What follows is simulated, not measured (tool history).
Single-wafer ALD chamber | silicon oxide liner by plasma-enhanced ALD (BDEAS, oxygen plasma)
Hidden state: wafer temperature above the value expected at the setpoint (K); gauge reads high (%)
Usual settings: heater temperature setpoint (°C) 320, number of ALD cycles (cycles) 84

run,hour,heater temperature setpoint (°C),number of ALD cycles (cycles),wafers since the last listed run,hours since the last thermocouple change,hours since the gauge calibration,"read-back reference wafer on the same gauge, thickness_nm",mean film thickness on the monitor wafer (angstrom)
1,0.0,320,84,0,1243.3,169.4,6.062,75.07
2,10.4,320,84,61,1253.7,179.8,6.057,74.56
3,23.2,320,84,75,1266.5,192.6,6.054,74.74
4,37.7,330,84,85,1281.0,207.1,6.051,73.43
5,47.4,330,84,57,1290.7,216.8,6.053,73.50
6,61.5,320,76,83,1304.8,230.9,6.046,67.58
7,78.5,320,76,100,1321.8,247.9,6.033,67.34
8,94.5,320,84,94,1337.8,263.9,6.023,74.39
# hour 106.1: gauge calibrated
9,110.1,329,84,91,1353.4,4.0,6.093,74.04
10,156.5,329,84,273,1399.8,50.4,6.086,73.69
11,163.5,310,94,41,1406.8,57.4,6.086,85.33
12,177.6,310,94,83,1420.9,71.5,6.086,85.35
13,188.8,325,84,65,1432.1,82.7,6.083,74.68
14,197.0,325,84,48,1440.3,90.9,6.084,74.69
15,211.8,325,84,87,1455.1,105.7,6.084,74.31
16,229.0,320,84,101,1472.3,122.9,6.081,75.22
# hour 238.7: thermocouple changed; heater temperature recalibrated
17,239.2,320,84,12,0.5,133.1,6.079,75.26
18,251.2,329,89,70,12.5,145.1,6.075,78.32
19,266.1,326,72,87,27.4,160.0,6.071,63.69
20,315.3,320,84,289,76.6,209.2,6.059,74.94
21,324.6,325,84,54,85.9,218.5,6.049,74.18
22,334.1,320,84,55,95.4,228.0,6.049,74.37
23,346.4,333,97,72,107.7,240.3,6.044,84.13
# hour 353.6: gauge calibrated
24,357.8,313,91,67,119.1,4.2,6.089,82.24
25,373.4,320,76,91,134.7,19.8,6.093,67.92
26,399.1,326,97,151,160.4,45.5,6.093,85.54
27,412.7,312,98,80,174.0,59.1,6.086,88.48
28,427.6,309,94,87,188.9,74.0,6.081,85.62
29,434.4,329,101,40,195.7,80.8,6.088,89.15
30,450.5,320,84,94,211.8,96.9,6.083,75.08
31,459.7,314,84,54,221.0,106.1,6.080,75.95
32,472.0,314,69,72,233.3,118.4,6.078,62.29
33,487.8,310,80,93,249.1,134.2,6.073,72.60
34,494.7,320,91,40,256.0,141.1,6.074,81.74

3 ways to go on from here, each from the tool as it stands after run 34. What would each give?
A,495.2,320,84,2,256.5,141.6,?,?
B,495.2,307,97,2,256.5,141.6,?,?
C,495.2,306,98,2,256.5,141.6,?,?

run,"read-back reference wafer on the same gauge, thickness_nm",mean film thickness on the monitor wafer (angstrom)
A,6.072,75.09
B,6.072,88.56
C,6.072,89.61
Without the tool's hidden state the same runs would have given:
run,mean film thickness on the monitor wafer (angstrom)
A,75.16
B,88.64
C,89.70
